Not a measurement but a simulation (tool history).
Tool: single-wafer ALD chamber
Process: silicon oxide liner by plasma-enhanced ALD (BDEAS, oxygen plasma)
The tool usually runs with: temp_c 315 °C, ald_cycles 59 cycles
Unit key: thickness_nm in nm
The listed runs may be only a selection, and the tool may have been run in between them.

| run | hour | temp_c | ald_cycles | wafers since the last listed run | hours since the last thermocouple change | hours since the gauge calibration | read-back reference wafer on the same gauge, thickness_nm | thickness_nm |
|---|---|---|---|---|---|---|---|---|
| 1 | 0.0 | 321 | 52 | 0 | 812.3 | 1224.5 | 5.769 | 4.892 |
| 2 | 28.6 | 321 | 52 | 213 | 840.9 | 1253.1 | 5.772 | 4.902 |
| 3 | 95.4 | 315 | 59 | 498 | 907.7 | 1319.9 | 5.763 | 5.578 |
| 4 | 147.0 | 315 | 59 | 384 | 959.3 | 1371.5 | 5.779 | 5.586 |
| 5 | 188.6 | 315 | 59 | 310 | 1000.9 | 1413.1 | 5.771 | 5.610 |
| 6 | 256.9 | 315 | 64 | 509 | 1069.2 | 1481.4 | 5.767 | 6.066 |
| 7 | 299.2 | 315 | 64 | 315 | 1111.5 | 1523.7 | 5.772 | 6.095 |
| 8 | 368.9 | 315 | 64 | 519 | 1181.2 | 1593.4 | 5.776 | 6.087 |
| 9 | 395.7 | 315 | 59 | 199 | 1208.0 | 1620.2 | 5.775 | 5.622 |
| 10 | 452.2 | 315 | 68 | 421 | 1264.5 | 1676.7 | 5.770 | 6.461 |
| 11 | 485.8 | 315 | 68 | 250 | 1298.1 | 1710.3 | 5.774 | 6.479 |
| 12 | 539.3 | 315 | 68 | 399 | 1351.6 | 1763.8 | 5.772 | 6.489 |
| 13 | 566.0 | 323 | 63 | 199 | 1378.3 | 1790.5 | 5.767 | 5.911 |
| 14 | 621.7 | 315 | 59 | 415 | 1434.0 | 1846.2 | 5.774 | 5.617 |
|  | 626.2 | gauge calibrated |
| 15 | 678.4 | 315 | 62 | 422 | 1490.7 | 52.2 | 5.770 | 5.900 |
| 16 | 749.1 | 315 | 62 | 527 | 1561.4 | 122.9 | 5.762 | 5.873 |
| 17 | 786.6 | 315 | 51 | 279 | 1598.9 | 160.4 | 5.770 | 4.854 |
| 18 | 816.5 | 315 | 51 | 223 | 1628.8 | 190.3 | 5.772 | 4.871 |
| 19 | 847.1 | 303 | 52 | 228 | 1659.4 | 220.9 | 5.772 | 5.075 |
| 20 | 903.7 | 315 | 48 | 422 | 1716.0 | 277.5 | 5.770 | 4.554 |
| 21 | 956.7 | 315 | 59 | 395 | 1769.0 | 330.5 | 5.777 | 5.607 |
|  | 991.1 | thermocouple changed; heater temperature recalibrated |
| 22 | 1018.0 | 315 | 48 | 397 | 26.9 | 391.8 | 5.772 | 4.531 |
| 23 | 1047.5 | 327 | 49 | 220 | 56.4 | 421.3 | 5.768 | 4.551 |
| 24 | 1112.7 | 321 | 66 | 486 | 121.6 | 486.5 | 5.776 | 6.172 |
| 25 | 1154.7 | 315 | 69 | 313 | 163.6 | 528.5 | 5.764 | 6.519 |
| 26 | 1220.0 | 315 | 64 | 487 | 228.9 | 593.8 | 5.768 | 6.054 |
| 27 | 1280.1 | 315 | 59 | 448 | 289.0 | 653.9 | 5.764 | 5.594 |
| 28 | 1350.1 | 305 | 59 | 522 | 359.0 | 723.9 | 5.768 | 5.690 |
| 29 | 1386.0 | 315 | 67 | 267 | 394.9 | 759.8 | 5.768 | 6.309 |
| 30 | 1445.4 | 328 | 59 | 443 | 454.3 | 819.2 | 5.770 | 5.466 |
| 31 | 1482.0 | 315 | 59 | 273 | 490.9 | 855.8 | 5.772 | 5.599 |
| 32 | 1520.5 | 306 | 59 | 287 | 529.4 | 894.3 | 5.770 | 5.672 |
| 33 | 1575.4 | 315 | 54 | 409 | 584.3 | 949.2 | 5.761 | 5.102 |
| 34 | 1636.1 | 320 | 59 | 452 | 645.0 | 1009.9 | 5.770 | 5.539 |
| 35 | 1703.1 | 315 | 59 | 499 | 712.0 | 1076.9 | 5.770 | 5.600 |
| 36 | 1728.4 | 325 | 50 | 188 | 737.3 | 1102.2 | 5.765 | 4.660 |
| 37 | 1770.3 | 301 | 68 | 312 | 779.2 | 1144.1 | 5.773 | 6.684 |

Consider 4 possible next runs. They are alternatives, not a sequence: every one starts from the tool as it was left by run 37. What does each give?
| A | 1770.8 | 315 | 63 | 3 | 779.7 | 1144.6 | ? | ? |
| B | 1770.8 | 323 | 51 | 3 | 779.7 | 1144.6 | ? | ? |
| C | 1770.8 | 320 | 63 | 3 | 779.7 | 1144.6 | ? | ? |
| D | 1770.8 | 325 | 55 | 3 | 779.7 | 1144.6 | ? | ? |

| run | read-back reference wafer on the same gauge, thickness_nm | thickness_nm |
|---|---|---|
| A | 5.776 | 5.970 |
| B | 5.776 | 4.770 |
| C | 5.776 | 5.922 |
| D | 5.776 | 5.128 |
Had the tool no hidden state, the same runs would have come out as:
| run | thickness_nm |
|---|---|
| A | 5.929 |
| B | 4.737 |
| C | 5.881 |
| D | 5.092 |
